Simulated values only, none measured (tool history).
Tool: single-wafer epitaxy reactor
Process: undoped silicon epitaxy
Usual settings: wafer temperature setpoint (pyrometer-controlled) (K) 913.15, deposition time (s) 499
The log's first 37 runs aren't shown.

run    hour  wafer temperature setpoint (pyrometer-controlled) (K)  deposition time (s)  read-back reference wafer on the same gauge, thickness_nm  mean film thickness on the monitor wafer (angstrom)
 38  1780.9                                                 907.15                  560                                                     74.303                                               667.87
 39  1846.3                                                 913.15                  559                                                     74.280                                               751.03
 40  1898.5                                                 913.15                  499                                                     74.252                                               670.42
 41  1926.3                                                 906.15                  405                                                     74.318                                               474.56
 42  1991.6                                                 913.15                  429                                                     74.273                                               575.00
 43  2055.3                                                 920.15                  437                                                     74.293                                               673.50
 44  2101.5                                                 923.15                  585                                                     74.295                                               956.14
 45  2161.7                                                 913.15                  567                                                     74.239                                               758.01
 46  2211.0                                                 913.15                  549                                                     74.283                                               735.62

4 ways to go on from here, each from the tool as it stands after run 46. What would each give?
  A  2211.5                                                 913.15                  425                                                          ?                                                    ?
  B  2211.5                                                 925.15                  412                                                          ?                                                    ?
  C  2211.5                                                 913.15                  593                                                          ?                                                    ?
  D  2211.5                                                 899.15                  499                                                          ?                                                    ?

run  read-back reference wafer on the same gauge, thickness_nm  mean film thickness on the monitor wafer (angstrom)
  A                                                     74.291                                               569.94
  B                                                     74.291                                               697.09
  C                                                     74.291                                               795.23
  D                                                     74.291                                               506.72
Without the tool's hidden state the same runs would have given:
run  mean film thickness on the monitor wafer (angstrom)
  A                                               569.94
  B                                               697.09
  C                                               795.23
  D                                               506.72
